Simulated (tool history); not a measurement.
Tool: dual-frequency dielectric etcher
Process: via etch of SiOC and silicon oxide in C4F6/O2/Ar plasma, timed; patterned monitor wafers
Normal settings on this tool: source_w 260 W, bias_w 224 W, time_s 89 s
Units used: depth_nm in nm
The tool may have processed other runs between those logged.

run    hour  source_w  bias_w  time_s  read-back reference wafer on the same gauge, depth_nm  depth_nm
  1       0       260     224      89                                                   85.1        86
  2      58       260     224      89                                                   84.9      87.2
  3   161.7       260     224      89                                                   85.1      87.2
  4   219.4       260     224      89                                                     85      87.1
  5   480.9       260     224      89                                                   85.2      89.1
      534.7  -- wet clean of the chamber
  6     554       260     224      89                                                   85.1      90.9
  7   616.7       260     224      89                                                   85.1      90.8
      617.8  -- gauge calibrated
  8   664.2       260     224      89                                                   85.2      92.8
  9   769.2       260     224      89                                                     85      93.2
        799  -- wet clean of the chamber, repeated, since the last time left the tool worse
      806.4  -- source power generator calibrated
 10   836.7       260     224      89                                                   84.9        87
      902.5  -- bias power generator calibrated
 11   927.1       260     184      89                                                   84.8      81.6
 12   981.3       230     224   101.5                                                   84.9      96.9
     1023.5  -- upper electrode replaced
 13    1024       320     224     107                                                     85     111.3
 14  1097.4       300     200      89                                                     85      89.4
 15  1149.7       220     175      89                                                   85.1      76.9
 16  1242.6       210     224      89                                                   85.1      83.3
     1405.5  -- wet clean of the chamber
 17  1468.2       260     224      89                                                   85.2      86.3
 18  1545.3       310     224      89                                                   85.1      92.3
 19  1582.8       260     224      89                                                   85.1      87.7
 20  1635.8       220     224      89                                                     85      82.9
 21  1697.1       230     174     101                                                   84.9      87.8
 22  1754.4       260     224      89                                                   85.1      87.5
 23  1851.7       240     243      89                                                     85      89.6

Branching from run 23: 3 alternative next runs. What would each branch give?
  A  1852.1       260     224      89                                                      ?         ?
  B  1852.1       260     224    81.5                                                      ?         ?
  C  1852.1       310     224   107.5                                                      ?         ?

run  read-back reference wafer on the same gauge, depth_nm  depth_nm
  A                                                   84.9      88.9
  B                                                   84.9      81.4
  C                                                   84.9     113.5
Take away the tool's hidden state, keep each run's random variation, and the runs would have read:
run  depth_nm
  A        87
  B      79.7
  C     111.1
